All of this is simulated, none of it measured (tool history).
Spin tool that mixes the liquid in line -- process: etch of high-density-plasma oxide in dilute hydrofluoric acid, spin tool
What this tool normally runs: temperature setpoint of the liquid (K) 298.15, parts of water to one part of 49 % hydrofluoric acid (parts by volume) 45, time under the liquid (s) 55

run    hour  temperature setpoint of the liquid (K)  parts of water to one part of 49 % hydrofluoric acid (parts by volume)  time under the liquid (s)  wafers since the last listed run  hours since the thermometer was replaced  hours since the hydrofluoric acid flow meter was replaced  hours since the gauge calibration  read-back film thickness of the high-density-plasma oxide reference wafer, read on the same gauge (nm)  thickness taken off the high-density-plasma oxide on a monitor wafer (Å)
  1       0                                  298.15                                                                      30                         55                                 0                                     218.9                                                     1704.8                             1195.2                                                                                                   69.98                                                                       234
  2    26.1                                  298.15                                                                      45                         55                               388                                       245                                                     1730.9                             1221.3                                                                                                      70                                                                     155.1
      103.7  -- thermometer replaced, repeated, since the last time left the tool worse
  3   134.2                                  298.15                                                                      45                         55                              1594                                      30.5                                                       1839                             1329.4                                                                                                      70                                                                     141.2
  4   159.8                                  298.15                                                                      45                         55                               381                                      56.1                                                     1864.6                               1355                                                                                                   69.98                                                                     142.3
  5   196.8                                  298.15                                                                      45                         55                               550                                      93.1                                                     1901.6                               1392                                                                                                   69.99                                                                     142.9
  6   232.1                                  298.15                                                                      45                         55                               525                                     128.4                                                     1936.9                             1427.3                                                                                                   70.04                                                                     144.2
  7   265.7                                  298.15                                                                      45                         55                               500                                       162                                                     1970.5                             1460.9                                                                                                   69.99                                                                     141.1
  8   305.6                                  298.15                                                                      45                         55                               594                                     201.9                                                     2010.4                             1500.8                                                                                                   70.02                                                                     142.2
      360.3  -- hydrofluoric acid flow meter replaced
  9   371.4                                  295.15                                                                      30                         90                               964                                     267.7                                                       11.1                             1566.6                                                                                                      70                                                                       317
 10   423.5                                  294.15                                                                      45                         55                               775                                     319.8                                                       63.2                             1618.7                                                                                                   70.04                                                                     120.3
 11   451.4                                  298.15                                                                      45                         55                               415                                     347.7                                                       91.1                             1646.6                                                                                                   70.01                                                                     143.9
 12   521.6                                  298.15                                                                      45                         55                              1045                                     417.9                                                      161.3                             1716.8                                                                                                   70.05                                                                     145.4
 13   552.5                                  302.65                                                                      60                         90                               460                                     448.8                                                      192.2                             1747.7                                                                                                   70.01                                                                     206.9
 14   617.3                                  298.15                                                                      45                         55                               964                                     513.6                                                        257                             1812.5                                                                                                      70                                                                     143.7
 15   652.5                                  298.15                                                                      45                         55                               524                                     548.8                                                      292.2                             1847.7                                                                                                   70.01                                                                     145.1
 16   692.5                                  294.65                                                                      40                         65                               595                                     588.8                                                      332.2                             1887.7                                                                                                   69.98                                                                     168.5
 17   755.7                                  298.15                                                                      45                         55                               941                                       652                                                      395.4                             1950.9                                                                                                   70.01                                                                     145.8
      758.1  -- gauge calibrated
 18   790.5                                  294.15                                                                      40                         55                               518                                     686.8                                                      430.2                               32.4                                                                                                   70.01                                                                     138.8
 19   823.8                                  298.15                                                                      45                         55                               495                                     720.1                                                      463.5                               65.7                                                                                                   70.01                                                                     145.2
 20   881.7                                  298.15                                                                      30                         45                               862                                       778                                                      521.4                              123.6                                                                                                   70.01                                                                       182
 21   913.8                                  294.65                                                                      45                         55                               478                                     810.1                                                      553.5                              155.7                                                                                                   70.03                                                                     126.2
 22   966.7                                  301.15                                                                      35                         80                               787                                       863                                                      606.4                              208.6                                                                                                   70.01                                                                     311.1
 23  1038.3                                  298.15                                                                      45                         55                              1066                                     934.6                                                        678                              280.2                                                                                                      70                                                                     146.7
 24  1082.3                                  298.15                                                                      45                         55                               655                                     978.6                                                        722                              324.2                                                                                                   69.97                                                                     147.3
 25  1139.5                                  299.65                                                                      65                         80                               851                                    1035.8                                                      779.2                              381.4                                                                                                   70.02                                                                       154
 26  1173.1                                  298.15                                                                      40                         30                               500                                    1069.4                                                      812.8                                415                                                                                                   70.01                                                                      91.6
 27  1222.2                                  298.15                                                                      45                         35                               731                                    1118.5                                                      861.9                              464.1                                                                                                   69.99                                                                      93.9
 28  1250.3                                  298.15                                                                      35                         55                               418                                    1146.6                                                        890                              492.2                                                                                                   70.01                                                                     193.6
 29  1294.9                                  300.15                                                                      45                         80                               664                                    1191.2                                                      934.6                              536.8                                                                                                   69.98                                                                     233.3
       1310  -- thermometer replaced
 30  1322.1                                  298.15                                                                      45                         55                               390                                      12.1                                                      961.8                                564                                                                                                   70.03                                                                     142.5
 31  1365.8                                  298.15                                                                      60                         35                               650                                      55.8                                                     1005.5                              607.7                                                                                                   70.04                                                                      66.3
 32  1395.3                                  298.15                                                                      45                         85                               439                                      85.3                                                       1035                              637.2                                                                                                      70                                                                     218.5
 33  1567.1                                  298.15                                                                      45                         55                              2558                                     257.1                                                     1206.8                                809                                                                                                   70.02                                                                     143.7

Consider 3 possible next runs. They are alternatives, not a sequence: every one starts from the tool as it was left by run 33. What does each give?
  A  1567.5                                  302.15                                                                      45                         55                                 5                                     257.5                                                     1207.2                              809.4                                                                                                       ?                                                                         ?
  B  1567.5                                  298.15                                                                      55                         40                                 5                                     257.5                                                     1207.2                              809.4                                                                                                       ?                                                                         ?
  C  1567.5                                  298.15                                                                      50                         55                                 5                                     257.5                                                     1207.2                              809.4                                                                                                       ?                                                                         ?

run  read-back film thickness of the high-density-plasma oxide reference wafer, read on the same gauge (nm)  thickness taken off the high-density-plasma oxide on a monitor wafer (Å)
  A                                                                                                   70.01                                                                     167.7
  B                                                                                                   70.01                                                                      83.8
  C                                                                                                   70.01                                                                     127.6
What these runs would have given with no unlogged condition in the tool:
run  thickness taken off the high-density-plasma oxide on a monitor wafer (Å)
  A                                                                     166.2
  B                                                                        83
  C                                                                     126.4
